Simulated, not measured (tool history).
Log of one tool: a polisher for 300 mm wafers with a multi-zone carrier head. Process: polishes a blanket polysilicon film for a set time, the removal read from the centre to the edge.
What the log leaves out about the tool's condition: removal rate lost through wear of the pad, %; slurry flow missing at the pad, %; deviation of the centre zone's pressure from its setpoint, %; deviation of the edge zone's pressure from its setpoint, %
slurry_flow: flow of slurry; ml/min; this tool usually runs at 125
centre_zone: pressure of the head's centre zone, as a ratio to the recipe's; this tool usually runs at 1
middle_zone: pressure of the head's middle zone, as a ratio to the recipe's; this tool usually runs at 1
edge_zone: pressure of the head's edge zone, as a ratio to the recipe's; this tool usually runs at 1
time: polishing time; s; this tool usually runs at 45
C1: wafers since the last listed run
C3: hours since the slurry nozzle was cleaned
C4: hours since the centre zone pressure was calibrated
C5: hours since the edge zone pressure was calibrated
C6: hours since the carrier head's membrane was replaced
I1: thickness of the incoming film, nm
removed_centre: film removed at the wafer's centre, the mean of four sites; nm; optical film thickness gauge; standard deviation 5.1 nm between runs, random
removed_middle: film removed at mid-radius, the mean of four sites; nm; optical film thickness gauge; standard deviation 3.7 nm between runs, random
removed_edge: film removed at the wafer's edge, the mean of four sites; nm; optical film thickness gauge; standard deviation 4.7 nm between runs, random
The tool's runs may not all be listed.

{"run": 1, "hour": 0.0, "slurry_flow": 125, "centre_zone": 1, "middle_zone": 1, "edge_zone": 1, "time": 55, "C1": 0, "wafers polished on this pad": 8, "C3": 14.1, "C4": 303.2, "C5": 364.2, "C6": 307.2, "I1": 1119.8, "removed_centre": 437, "removed_middle": 450.4, "removed_edge": 432.6}
{"run": 2, "hour": 62.7, "slurry_flow": 125, "centre_zone": 1, "middle_zone": 1, "edge_zone": 1, "time": 45, "C1": 695, "wafers polished on this pad": 704, "C3": 76.8, "C4": 365.9, "C5": 426.9, "C6": 369.9, "I1": 1154.9, "removed_centre": 358.4, "removed_middle": 368.8, "removed_edge": 368.8}
{"run": 3, "hour": 87.6, "slurry_flow": 125, "centre_zone": 1, "middle_zone": 1, "edge_zone": 1, "time": 45, "C1": 276, "wafers polished on this pad": 980, "C3": 101.7, "C4": 390.8, "C5": 451.8, "C6": 394.8, "I1": 1136.9, "removed_centre": 360.7, "removed_middle": 372.1, "removed_edge": 360.2}
{"hour": 96.0, "done": "centre zone pressure recalibrated"}
{"run": 4, "hour": 124.9, "slurry_flow": 125, "centre_zone": 1, "middle_zone": 1, "edge_zone": 1, "time": 45, "C1": 391, "wafers polished on this pad": 1372, "C3": 139, "C4": 28.9, "C5": 489.1, "C6": 432.1, "I1": 1124.5, "removed_centre": 367.7, "removed_middle": 377.5, "removed_edge": 358.8}
{"run": 5, "hour": 181.8, "slurry_flow": 125, "centre_zone": 1, "middle_zone": 1, "edge_zone": 1, "time": 45, "C1": 631, "wafers polished on this pad": 2003, "C3": 195.9, "C4": 85.8, "C5": 546, "C6": 489, "I1": 1137, "removed_centre": 361.2, "removed_middle": 368.7, "removed_edge": 358.2}
{"run": 6, "hour": 245.4, "slurry_flow": 125, "centre_zone": 1, "middle_zone": 1, "edge_zone": 1, "time": 45, "C1": 705, "wafers polished on this pad": 2709, "C3": 259.5, "C4": 149.4, "C5": 609.6, "C6": 552.6, "I1": 1133.6, "removed_centre": 355.2, "removed_middle": 370.5, "removed_edge": 364.8}
{"hour": 292.9, "done": "worn pad replaced by a new one"}
{"hour": 297.1, "done": "slurry nozzle cleaned"}
{"run": 7, "hour": 311.2, "slurry_flow": 125, "centre_zone": 1, "middle_zone": 1, "edge_zone": 0.97, "time": 45, "C1": 674, "wafers polished on this pad": 192, "C3": 14.1, "C4": 215.2, "C5": 675.4, "C6": 618.4, "I1": 1144.7, "removed_centre": 367.2, "removed_middle": 370.4, "removed_edge": 351}
{"run": 8, "hour": 362.3, "slurry_flow": 90, "centre_zone": 1, "middle_zone": 1, "edge_zone": 1.07, "time": 45, "C1": 567, "wafers polished on this pad": 759, "C3": 65.2, "C4": 266.3, "C5": 726.5, "C6": 669.5, "I1": 1151, "removed_centre": 327.5, "removed_middle": 349.5, "removed_edge": 350.1}
{"run": 9, "hour": 459.4, "slurry_flow": 105, "centre_zone": 1, "middle_zone": 0.88, "edge_zone": 0.9, "time": 40, "C1": 1077, "wafers polished on this pad": 1836, "C3": 162.3, "C4": 363.4, "C5": 823.6, "C6": 766.6, "I1": 1136.8, "removed_centre": 306.5, "removed_middle": 287.7, "removed_edge": 298.3}
{"hour": 491.8, "done": "centre zone pressure recalibrated"}
{"run": 10, "hour": 506.6, "slurry_flow": 125, "centre_zone": 1, "middle_zone": 1, "edge_zone": 1, "time": 45, "C1": 501, "wafers polished on this pad": 2338, "C3": 209.5, "C4": 14.8, "C5": 870.8, "C6": 813.8, "I1": 1146.9, "removed_centre": 363.2, "removed_middle": 372.9, "removed_edge": 363.5}
{"hour": 519.9, "done": "edge zone pressure recalibrated"}
{"run": 11, "hour": 549.2, "slurry_flow": 125, "centre_zone": 1, "middle_zone": 1.09, "edge_zone": 0.9, "time": 45, "C1": 450, "wafers polished on this pad": 2788, "C3": 252.1, "C4": 57.4, "C5": 29.3, "C6": 856.4, "I1": 1145, "removed_centre": 362.1, "removed_middle": 398.4, "removed_edge": 349.8}
{"hour": 576.1, "done": "carrier head's membrane replaced by a new one"}
{"hour": 588.3, "done": "slurry nozzle cleaned"}
{"run": 12, "hour": 605.0, "slurry_flow": 125, "centre_zone": 1, "middle_zone": 1, "edge_zone": 1.07, "time": 59, "C1": 552, "wafers polished on this pad": 3341, "C3": 16.7, "C4": 113.2, "C5": 85.1, "C6": 28.9, "I1": 1156.4, "removed_centre": 479.7, "removed_middle": 488.4, "removed_edge": 481.3}

The next listed run, before its measurement:
{"hour": 630.5, "done": "worn pad replaced by a new one"}
{"run": 13, "hour": 643.9, "slurry_flow": 125, "centre_zone": 1, "middle_zone": 1, "edge_zone": 1, "time": 31, "C1": 387, "wafers polished on this pad": 148, "C3": 55.6, "C4": 152.1, "C5": 124, "C6": 67.8, "I1": 1143.2, "removed_centre": "?", "removed_middle": "?", "removed_edge": "?"}

Logged for run 13: removed_centre 248.2 nm, removed_middle 258.4 nm, removed_edge 250.5 nm.
Take away the tool's hidden state, keep the run-to-run variation as it was, and the same run would have given removed_centre 248.2 nm, removed_middle 258.4 nm, removed_edge 250.5 nm.
